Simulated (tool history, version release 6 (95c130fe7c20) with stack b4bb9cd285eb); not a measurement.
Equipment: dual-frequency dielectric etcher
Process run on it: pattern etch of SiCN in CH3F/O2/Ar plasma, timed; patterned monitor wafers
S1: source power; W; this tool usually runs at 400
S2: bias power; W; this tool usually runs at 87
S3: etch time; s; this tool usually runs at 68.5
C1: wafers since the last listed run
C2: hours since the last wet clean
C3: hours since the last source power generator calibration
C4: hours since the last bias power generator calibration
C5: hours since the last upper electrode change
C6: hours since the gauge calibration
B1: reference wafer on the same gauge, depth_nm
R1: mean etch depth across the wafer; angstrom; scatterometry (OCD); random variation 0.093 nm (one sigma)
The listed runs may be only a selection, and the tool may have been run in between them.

run 1 hour=0 | S1=400 S2=87 S3=68.5 | C1=0 C2=59.9 C3=2544.3 C4=594.6 C5=2776.4 C6=284.7 | B1=29.99 | R1=251.2
run 2 hour=43.3 | S1=440 S2=87 S3=68.5 | C1=726 C2=103.2 C3=2587.6 C4=637.9 C5=2819.7 C6=328 | B1=30.02 | R1=258.1
run 3 hour=76.7 | S1=440 S2=87 S3=68.5 | C1=560 C2=136.6 C3=2621 C4=671.3 C5=2853.1 C6=361.4 | B1=30 | R1=256.2
run 4 hour=103.4 | S1=440 S2=87 S3=68.5 | C1=448 C2=163.3 C3=2647.7 C4=698 C5=2879.8 C6=388.1 | B1=30 | R1=259
run 5 hour=142.4 | S1=400 S2=87 S3=58 | C1=654 C2=202.3 C3=2686.7 C4=737 C5=2918.8 C6=427.1 | B1=30.03 | R1=216.4
run 6 hour=170.6 | S1=400 S2=87 S3=76 | C1=473 C2=230.5 C3=2714.9 C4=765.2 C5=2947 C6=455.3 | B1=30 | R1=282.7
run 7 hour=204 | S1=400 S2=87 S3=76 | C1=560 C2=263.9 C3=2748.3 C4=798.6 C5=2980.4 C6=488.7 | B1=29.97 | R1=283.2
run 8 hour=271 | S1=400 S2=87 S3=68.5 | C1=1124 C2=330.9 C3=2815.3 C4=865.6 C5=3047.4 C6=555.7 | B1=29.97 | R1=257
run 9 hour=304.6 | S1=400 S2=87 S3=68.5 | C1=564 C2=364.5 C3=2848.9 C4=899.2 C5=3081 C6=589.3 | B1=29.97 | R1=255.5
run 10 hour=350.3 | S1=400 S2=87 S3=68.5 | C1=767 C2=410.2 C3=2894.6 C4=944.9 C5=3126.7 C6=635 | B1=29.95 | R1=258.1
run 11 hour=379.7 | S1=440 S2=87 S3=68.5 | C1=493 C2=439.6 C3=2924 C4=974.3 C5=3156.1 C6=664.4 | B1=29.99 | R1=264.4
-- hour=416 wet clean of the chamber
run 12 hour=431.4 | S1=400 S2=99 S3=68.5 | C1=464 C2=15.4 C3=2975.7 C4=1026 C5=3207.8 C6=716.1 | B1=30.02 | R1=267.1
run 13 hour=488 | S1=400 S2=101 S3=68.5 | C1=950 C2=72 C3=3032.3 C4=1082.6 C5=3264.4 C6=772.7 | B1=30.02 | R1=267.8
run 14 hour=531.6 | S1=430 S2=87 S3=68.5 | C1=731 C2=115.6 C3=3075.9 C4=1126.2 C5=3308 C6=816.3 | B1=30.03 | R1=256.2
run 15 hour=560.5 | S1=370 S2=87 S3=53 | C1=485 C2=144.5 C3=3104.8 C4=1155.1 C5=3336.9 C6=845.2 | B1=30.04 | R1=192
run 16 hour=615 | S1=400 S2=67 S3=68.5 | C1=914 C2=199 C3=3159.3 C4=1209.6 C5=3391.4 C6=899.7 | B1=30.03 | R1=230.5
run 17 hour=667 | S1=430 S2=67 S3=74 | C1=872 C2=251 C3=3211.3 C4=1261.6 C5=3443.4 C6=951.7 | B1=30.05 | R1=254.2
-- hour=816.2 bias power generator calibrated
run 18 hour=816.7 | S1=400 S2=87 S3=68.5 | C1=2445 C2=400.7 C3=3361 C4=0.5 C5=3593.1 C6=1101.4 | B1=29.99 | R1=260
-- hour=863.9 upper electrode replaced
-- hour=892.3 wet clean of the chamber
run 19 hour=933.1 | S1=400 S2=66 S3=51 | C1=1148 C2=40.8 C3=3477.4 C4=116.9 C5=69.2 C6=1217.8 | B1=30.03 | R1=171
-- hour=988.3 source power generator calibrated
run 20 hour=1001.5 | S1=450 S2=103 S3=51.5 | C1=1081 C2=109.2 C3=13.2 C4=185.3 C5=137.6 C6=1286.2 | B1=30 | R1=210
-- hour=1004.9 gauge calibrated
run 21 hour=1031.2 | S1=400 S2=87 S3=68.5 | C1=498 C2=138.9 C3=42.9 C4=215 C5=167.3 C6=26.3 | B1=30.01 | R1=254.8
run 22 hour=1074.1 | S1=340 S2=103 S3=83 | C1=720 C2=181.8 C3=85.8 C4=257.9 C5=210.2 C6=69.2 | B1=29.97 | R1=320.9
run 23 hour=1142.9 | S1=400 S2=87 S3=68.5 | C1=1154 C2=250.6 C3=154.6 C4=326.7 C5=279 C6=138 | B1=30.04 | R1=257.5
run 24 hour=1186 | S1=340 S2=87 S3=78.5 | C1=723 C2=293.7 C3=197.7 C4=369.8 C5=322.1 C6=181.1 | B1=29.96 | R1=283.8
run 25 hour=1224.4 | S1=400 S2=87 S3=68.5 | C1=644 C2=332.1 C3=236.1 C4=408.2 C5=360.5 C6=219.5 | B1=29.97 | R1=257
run 26 hour=1275.7 | S1=400 S2=87 S3=87.5 | C1=861 C2=383.4 C3=287.4 C4=459.5 C5=411.8 C6=270.8 | B1=29.99 | R1=329.1
run 27 hour=1328.2 | S1=400 S2=87 S3=50.5 | C1=881 C2=435.9 C3=339.9 C4=512 C5=464.3 C6=323.3 | B1=30.03 | R1=191.1
-- hour=1374.6 wet clean of the chamber
run 28 hour=1375.1 | S1=440 S2=79 S3=50 | C1=384 C2=0.5 C3=386.8 C4=558.9 C5=511.2 C6=370.2 | B1=30.01 | R1=180.5
run 29 hour=1394.7 | S1=400 S2=75 S3=68.5 | C1=329 C2=20.1 C3=406.4 C4=578.5 C5=530.8 C6=389.8 | B1=30.01 | R1=239.6

Predict each of these 5 candidate next runs independently; none follows another, all start after run 29:
run A hour=1395.1 | S1=400 S2=87 S3=68.5 | C1=6 C2=20.5 C3=406.8 C4=578.9 C5=531.2 C6=390.2 | B1=? | R1=?
run B hour=1395.1 | S1=330 S2=87 S3=50.5 | C1=6 C2=20.5 C3=406.8 C4=578.9 C5=531.2 C6=390.2 | B1=? | R1=?
run C hour=1395.1 | S1=370 S2=87 S3=80.5 | C1=6 C2=20.5 C3=406.8 C4=578.9 C5=531.2 C6=390.2 | B1=? | R1=?
run D hour=1395.1 | S1=340 S2=71 S3=49 | C1=6 C2=20.5 C3=406.8 C4=578.9 C5=531.2 C6=390.2 | B1=? | R1=?
run E hour=1395.1 | S1=400 S2=87 S3=58.5 | C1=6 C2=20.5 C3=406.8 C4=578.9 C5=531.2 C6=390.2 | B1=? | R1=?

run=A B1=30.02 R1=253
run=B B1=30.02 R1=179.2
run=C B1=30.02 R1=292.4
run=D B1=30.02 R1=161.9
run=E B1=30.02 R1=216
With no hidden state in the tool, these same runs would have given:
run=A R1=252.3
run=B R1=178.7
run=C R1=291.6
run=D R1=161.5
run=E R1=215.4
